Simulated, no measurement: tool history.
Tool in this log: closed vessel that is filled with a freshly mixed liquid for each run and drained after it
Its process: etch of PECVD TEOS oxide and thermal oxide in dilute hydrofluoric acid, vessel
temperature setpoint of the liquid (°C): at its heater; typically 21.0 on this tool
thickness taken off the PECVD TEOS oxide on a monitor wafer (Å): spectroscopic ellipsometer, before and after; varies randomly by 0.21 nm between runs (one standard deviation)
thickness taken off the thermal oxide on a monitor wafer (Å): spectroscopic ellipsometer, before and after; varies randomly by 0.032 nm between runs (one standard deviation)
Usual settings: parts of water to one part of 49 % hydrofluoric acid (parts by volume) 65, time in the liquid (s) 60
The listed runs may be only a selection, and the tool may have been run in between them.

run	hour	temperature setpoint of the liquid (°C)	parts of water to one part of 49 % hydrofluoric acid (parts by volume)	time in the liquid (s)	read-back film thickness of the PECVD TEOS oxide reference wafer, read on the same gauge (nm)	read-back film thickness of the thermal oxide reference wafer, read on the same gauge (nm)	thickness taken off the PECVD TEOS oxide on a monitor wafer (Å)	thickness taken off the thermal oxide on a monitor wafer (Å)
1	0.0	21.0	65	60	89.98	70.017	198.5	34.89
2	13.7	19.0	65	60	89.99	70.007	185.1	31.61
3	41.6	21.0	65	60	90.01	69.997	201.3	35.00
4	69.2	21.0	65	60	90.01	69.987	197.6	34.77
5	99.3	21.0	65	60	89.99	70.024	197.9	34.64
6	157.5	21.0	65	60	90.00	69.996	198.0	34.26
7	210.5	21.0	65	60	90.01	70.002	195.1	34.45
8	240.4	21.0	65	60	90.01	69.980	194.7	33.96
9	262.8	21.0	65	80	90.03	70.009	264.5	45.75
10	337.6	21.0	45	40	89.98	69.991	189.1	33.26
# hour 356.1: thermometer replaced
# hour 356.7: gauge calibrated
11	359.1	26.0	35	60	90.01	69.989	516.7	89.62
12	372.7	21.0	55	35	90.00	69.994	151.4	26.13
13	397.0	21.0	65	60	89.99	69.977	213.9	37.38
14	410.8	24.0	75	40	90.00	69.994	137.7	24.35
15	431.6	21.0	50	60	90.01	69.989	284.2	49.54
# hour 447.4: hydrofluoric acid flow meter replaced
16	449.7	21.0	90	60	90.00	69.991	151.8	25.88
17	469.4	21.0	55	60	89.99	69.988	254.7	44.40
18	496.7	21.0	65	60	89.99	70.012	215.6	37.50
19	517.5	24.5	45	40	90.01	69.980	243.1	42.65
20	535.2	21.0	45	85	90.00	69.972	448.6	78.06
21	568.4	21.0	50	40	90.00	70.010	189.3	32.61
22	600.7	25.0	65	60	89.99	70.004	251.9	43.00
23	621.8	21.0	65	60	90.01	70.015	208.7	36.43
24	651.5	21.0	65	60	89.98	69.958	209.2	36.41
25	663.8	21.0	45	30	90.00	70.000	158.8	27.42
26	689.5	21.0	45	75	90.00	69.963	389.2	67.67

Below are 4 alternative next runs, each starting from the tool's condition after run 26. Predict each:
A	690.2	21.0	65	30	?	?	?	?
B	690.2	21.0	65	75	?	?	?	?
C	690.2	24.5	65	60	?	?	?	?
D	690.2	21.0	85	35	?	?	?	?

run	read-back film thickness of the PECVD TEOS oxide reference wafer, read on the same gauge (nm)	read-back film thickness of the thermal oxide reference wafer, read on the same gauge (nm)	thickness taken off the PECVD TEOS oxide on a monitor wafer (Å)	thickness taken off the thermal oxide on a monitor wafer (Å)
A	89.99	70.029	104.6	18.27
B	89.99	70.029	261.5	45.67
C	89.99	70.029	241.8	42.23
D	89.99	70.029	91.2	15.92
Without the tool's unlogged condition, the same runs would have read:
run	thickness taken off the PECVD TEOS oxide on a monitor wafer (Å)	thickness taken off the thermal oxide on a monitor wafer (Å)
A	108.3	18.91
B	270.7	47.28
C	250.1	43.68
D	94.3	16.48
